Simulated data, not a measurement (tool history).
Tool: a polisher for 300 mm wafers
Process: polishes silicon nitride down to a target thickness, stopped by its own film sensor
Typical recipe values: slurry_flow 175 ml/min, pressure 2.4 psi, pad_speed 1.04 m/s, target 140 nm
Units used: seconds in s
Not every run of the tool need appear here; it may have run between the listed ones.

| run | hour | slurry_flow | pressure | pad_speed | target | wafers since the last listed run | wafers polished on this pad | hours since the slurry nozzle was cleaned | hours since the head pressure was calibrated | incoming thickness of the incoming film, nm | seconds |
|---|---|---|---|---|---|---|---|---|---|---|---|
| 1 | 0.0 | 175 | 2.4 | 1.04 | 140 | 0 | 1022 | 486.1 | 437.7 | 221.7 | 78.9 |
| 2 | 15.5 | 220 | 2.4 | 1.04 | 140 | 127 | 1149 | 501.6 | 453.2 | 217.7 | 71.1 |
| 3 | 42.3 | 220 | 2.4 | 1.04 | 140 | 219 | 1368 | 528.4 | 480.0 | 219.6 | 74.4 |
|  | 54.9 | worn pad replaced by a new one |
| 4 | 74.3 | 175 | 2.4 | 1.04 | 140 | 229 | 159 | 560.4 | 512.0 | 220.4 | 77.3 |
|  | 101.0 | head pressure recalibrated |
| 5 | 104.4 | 175 | 2.4 | 1.04 | 140 | 230 | 389 | 590.5 | 3.4 | 220.9 | 77.3 |
| 6 | 120.2 | 175 | 2.4 | 1.04 | 140 | 129 | 519 | 606.3 | 19.2 | 220.2 | 77.1 |
| 7 | 144.0 | 175 | 2.4 | 1.04 | 140 | 195 | 714 | 630.1 | 43.0 | 218.4 | 75.6 |
| 8 | 169.2 | 175 | 2.2 | 1.04 | 140 | 206 | 920 | 655.3 | 68.2 | 217.3 | 80.4 |
| 9 | 194.2 | 175 | 2.2 | 1.04 | 140 | 204 | 1125 | 680.3 | 93.2 | 217.7 | 80.4 |
| 10 | 225.3 | 175 | 2.2 | 1.04 | 140 | 254 | 1380 | 711.4 | 124.3 | 220.6 | 82.4 |
|  | 239.9 | worn pad replaced by a new one |
| 11 | 249.2 | 175 | 2.0 | 1.04 | 140 | 163 | 76 | 735.3 | 148.2 | 224.8 | 94.1 |
| 12 | 268.7 | 175 | 2.0 | 1.04 | 140 | 159 | 236 | 754.8 | 167.7 | 217.4 | 87.7 |
|  | 297.8 | slurry nozzle cleaned |
| 13 | 302.0 | 175 | 2.0 | 1.04 | 140 | 264 | 500 | 4.2 | 201.0 | 215.6 | 82.4 |
| 14 | 325.2 | 175 | 2.4 | 1.04 | 140 | 190 | 690 | 27.4 | 224.2 | 219.5 | 75.8 |
| 15 | 360.4 | 175 | 2.4 | 1.04 | 140 | 288 | 979 | 62.6 | 259.4 | 220.9 | 76.9 |
| 16 | 386.6 | 175 | 2.4 | 1.04 | 140 | 214 | 1194 | 88.8 | 285.6 | 223.7 | 79.9 |
| 17 | 417.8 | 175 | 2.4 | 1.04 | 140 | 255 | 1450 | 120.0 | 316.8 | 223.9 | 79.1 |
|  | 427.0 | worn pad replaced by a new one |
| 18 | 440.5 | 125 | 2.4 | 1.04 | 156 | 153 | 110 | 142.7 | 339.5 | 223.1 | 68.5 |
| 19 | 464.3 | 175 | 2.4 | 1.04 | 140 | 195 | 305 | 166.5 | 363.3 | 220.9 | 76.8 |
| 20 | 522.7 | 220 | 2.4 | 1.04 | 140 | 478 | 784 | 224.9 | 421.7 | 224.3 | 78.0 |
| 21 | 543.2 | 210 | 1.6 | 1.04 | 121 | 168 | 952 | 245.4 | 442.2 | 219.0 | 119.4 |
| 22 | 564.4 | 175 | 2.4 | 1.04 | 140 | 173 | 1126 | 266.6 | 463.4 | 221.7 | 77.2 |
| 23 | 599.4 | 175 | 2.4 | 1.04 | 140 | 286 | 1413 | 301.6 | 498.4 | 219.8 | 75.4 |
|  | 614.8 | worn pad replaced by a new one |
| 24 | 616.1 | 175 | 2.4 | 1.04 | 140 | 104 | 10 | 318.3 | 515.1 | 221.0 | 77.3 |
| 25 | 647.3 | 175 | 3.0 | 1.04 | 140 | 255 | 266 | 349.5 | 546.3 | 222.0 | 66.1 |
|  | 675.0 | head pressure recalibrated |
| 26 | 682.6 | 190 | 2.8 | 1.04 | 140 | 272 | 539 | 384.8 | 7.6 | 221.9 | 68.9 |
| 27 | 704.9 | 175 | 3.0 | 0.92 | 140 | 182 | 721 | 407.1 | 29.9 | 223.1 | 74.0 |
| 28 | 726.2 | 140 | 3.2 | 1.28 | 113 | 174 | 896 | 428.4 | 51.2 | 218.4 | 73.4 |
| 29 | 747.6 | 175 | 2.4 | 1.04 | 120 | 175 | 1072 | 449.8 | 72.6 | 221.6 | 96.1 |
| 30 | 770.4 | 175 | 2.4 | 1.04 | 140 | 186 | 1258 | 472.6 | 95.4 | 222.1 | 78.4 |
|  | 801.8 | worn pad replaced by a new one |
| 31 | 805.6 | 175 | 2.4 | 1.04 | 140 | 255 | 30 | 507.8 | 130.6 | 220.3 | 76.3 |
| 32 | 840.3 | 220 | 2.8 | 1.26 | 116 | 284 | 315 | 542.5 | 165.3 | 221.5 | 77.3 |
| 33 | 855.7 | 125 | 2.4 | 1.04 | 168 | 126 | 441 | 557.9 | 180.7 | 220.2 | 54.1 |
| 34 | 882.4 | 205 | 1.6 | 1.38 | 140 | 218 | 660 | 584.6 | 207.4 | 219.1 | 79.7 |
| 35 | 902.6 | 215 | 1.9 | 1.04 | 140 | 165 | 825 | 604.8 | 227.6 | 218.7 | 86.5 |
| 36 | 934.4 | 190 | 2.9 | 1.38 | 154 | 260 | 1086 | 636.6 | 259.4 | 221.7 | 46.3 |

For each run, what was the tool's unlogged condition?
removal rate lost through wear of the pad, %: 0 across all the runs
deviation of the head's pressure from its setpoint, %: 0 across all the runs
H1: slurry flow missing at the pad, %
| run | H1 |
|---|---|
| 1 | 8.56 |
| 2 | 9.03 |
| 3 | 9.88 |
| 4 | 11 |
| 5 | 12 |
| 6 | 12.6 |
| 7 | 13.5 |
| 8 | 14.5 |
| 9 | 15.5 |
| 10 | 16.9 |
| 11 | 17.9 |
| 12 | 18.8 |
| 13 | 0.211 |
| 14 | 0.234 |
| 15 | 0.331 |
| 16 | 0.453 |
| 17 | 0.654 |
| 18 | 0.837 |
| 19 | 1.06 |
| 20 | 1.77 |
| 21 | 2.06 |
| 22 | 2.4 |
| 23 | 3.01 |
| 24 | 3.33 |
| 25 | 3.97 |
| 26 | 4.76 |
| 27 | 5.31 |
| 28 | 5.85 |
| 29 | 6.43 |
| 30 | 7.08 |
| 31 | 8.14 |
| 32 | 9.26 |
| 33 | 9.78 |
| 34 | 10.7 |
| 35 | 11.5 |
| 36 | 12.7 |

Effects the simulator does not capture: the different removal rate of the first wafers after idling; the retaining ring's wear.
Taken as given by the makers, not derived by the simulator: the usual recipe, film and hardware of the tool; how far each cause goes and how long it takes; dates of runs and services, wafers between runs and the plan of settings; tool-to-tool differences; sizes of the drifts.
